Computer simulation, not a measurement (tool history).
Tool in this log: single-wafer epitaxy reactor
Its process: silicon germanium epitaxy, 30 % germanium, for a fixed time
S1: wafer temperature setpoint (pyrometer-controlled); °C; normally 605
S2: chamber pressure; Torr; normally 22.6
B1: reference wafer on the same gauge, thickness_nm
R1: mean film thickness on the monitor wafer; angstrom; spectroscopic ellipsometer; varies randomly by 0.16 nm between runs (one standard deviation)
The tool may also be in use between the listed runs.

run	day	S1	S2	B1	R1
1	0.000	605	22.6	78.431	759.06
2	2.938	605	22.6	78.372	760.65
3	5.312	605	22.6	78.329	760.39
4	7.746	605	22.6	78.367	763.38
5	9.350	605	22.6	78.378	765.14
6	12.025	605	22.6	78.389	766.58
7	16.438	605	22.6	78.420	764.86
8	20.412	605	22.6	78.377	766.99
9	22.779	605	22.6	78.420	766.00
10	26.458	605	22.6	78.426	767.75
11	30.375	605	22.6	78.337	766.18
12	33.367	605	22.6	78.375	766.26
13	35.088	605	22.6	78.407	768.02
14	38.683	605	24.8	78.352	793.46
15	42.600	614	25.0	78.434	960.86
# day 43.321: capacitance manometer re-zeroed and calibrated
16	45.908	605	22.6	78.409	752.11
# day 46.421: gauge calibrated
17	50.367	599	25.8	78.391	700.47
18	51.983	605	22.6	78.408	756.20
19	54.717	605	21.1	78.379	740.34
20	56.400	617	18.9	78.348	906.62
21	58.883	600	20.1	78.422	653.68
22	61.496	605	22.6	78.429	758.70
# day 62.325: pyrometer calibrated
# day 64.350: showerhead replaced
23	65.596	605	22.6	78.370	759.89
24	67.517	597	17.5	78.381	587.65
25	80.042	619	22.6	78.399	1018.39
26	84.154	605	22.6	78.389	766.66
27	86.275	592	21.0	78.395	567.76

Exercise: give the hidden state of the tool at every run:
wafer temperature above the value expected at the setpoint (K): 0 at every run
gauge reads high (%): 0 at every run
H1: true pressure above the setpoint (%)
run	H1
1	5.16
2	5.53
3	5.79
4	6.03
5	6.18
6	6.41
7	6.73
8	6.98
9	7.11
10	7.28
11	7.44
12	7.55
13	7.6
14	7.7
15	7.8
16	1.44
17	2.72
18	3.12
19	3.75
20	4.1
21	4.58
22	5.03
23	5.65
24	5.91
25	7.16
26	7.45
27	7.58

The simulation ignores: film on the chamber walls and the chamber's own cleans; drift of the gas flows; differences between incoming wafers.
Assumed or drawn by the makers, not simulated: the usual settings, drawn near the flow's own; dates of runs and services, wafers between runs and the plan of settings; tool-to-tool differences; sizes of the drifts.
